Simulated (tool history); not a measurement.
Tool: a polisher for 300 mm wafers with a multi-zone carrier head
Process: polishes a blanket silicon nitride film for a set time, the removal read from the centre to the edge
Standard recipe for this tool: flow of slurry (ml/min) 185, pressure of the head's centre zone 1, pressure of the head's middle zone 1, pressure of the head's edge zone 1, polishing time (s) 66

run     day  flow of slurry (ml/min)  pressure of the head's centre zone  pressure of the head's middle zone  pressure of the head's edge zone  polishing time (s)  incoming thickness of the incoming film, nm  film removed at the wafer's centre (nm)  film removed at mid-radius (nm)  film removed at the wafer's edge (nm)
  1       0                      185                                   1                                   1                                 1                  66                                        659.6                                    174.6                            172.7                                  172.6
  2     2.7                      185                                   1                                   1                                 1                  66                                        674.7                                    174.6                            173.7                                  173.2
      5.017  -- slurry nozzle cleaned
      8.108  -- centre zone pressure recalibrated
  3   9.425                      185                                   1                                   1                                 1                  66                                        674.7                                    170.2                            173.8                                    174
  4  11.546                      185                                   1                                   1                                 1                  66                                        669.6                                    171.3                            172.6                                  169.6
       11.9  -- carrier head's membrane replaced by a new one
  5  13.188                      205                                   1                                   1                                 1                  66                                          667                                      175                            173.6                                  174.1
     14.217  -- worn pad replaced by a new one
     15.717  -- edge zone pressure recalibrated
  6  16.158                      205                                   1                                   1                                 1                  66                                        672.1                                      172                            177.2                                  172.4
  7  17.946                      205                                   1                                   1                                 1                  66                                        659.3                                    173.9                            176.1                                  173.2
  8  19.071                      185                                 1.1                                   1                               1.1                  66                                          678                                      185                            173.1                                    176
  9  21.625                      185                                   1                                   1                                 1                  66                                        663.8                                    170.3                              173                                  174.7
 10  23.275                      205                                   1                                   1                                 1                  66                                        662.6                                    175.7                            175.9                                  174.8
 11  24.704                      185                                   1                                   1                              1.11                  66                                          668                                    172.3                            175.5                                  178.9
     25.617  -- centre zone pressure recalibrated
     26.238  -- worn pad replaced by a new one
 12   26.75                      185                                   1                                   1                                 1                  82                                        666.8                                    215.9                            216.5                                  217.2
 13  29.546                      185                                1.11                                   1                              1.05                  66                                        676.5                                    184.5                            173.7                                  178.1
 14  31.533                      220                                   1                                0.97                              0.94                  78                                        669.7                                    208.7                            205.6                                  199.2
 15  34.883                      185                                   1                                   1                                 1                  66                                          664                                    172.9                            174.1                                  175.7
 16  36.958                      205                                   1                                   1                                 1                  73                                        666.2                                    193.3                            192.2                                  193.6
 17  38.138                      135                                   1                                 1.1                              1.05                  82                                        677.6                                    199.8                            217.2                                  211.2
     38.754  -- edge zone pressure recalibrated
 18  39.812                      185                                   1                                0.95                                 1                  89                                        670.1                                    230.1                            221.2                                  235.5
     40.829  -- worn pad replaced by a new one
 19   41.25                      185                                   1                                   1                              1.07                  66                                        666.5                                    169.3                            174.2                                  178.9
 20  42.288                      185                                   1                                1.06                              1.09                  50                                        666.6                                    132.8                            137.5                                  139.8
     43.183  -- slurry nozzle cleaned
 21  43.879                      185                                   1                                   1                                 1                  66                                        670.8                                    172.5                            175.4                                    171

Hidden state, per run?
removal rate lost through wear of the pad, %: 0, the same for each run
slurry flow missing at the pad, %: 0, the same for each run
deviation of the centre zone's pressure from its setpoint, %: 0, the same for each run
deviation of the edge zone's pressure from its setpoint, %: 0, the same for each run
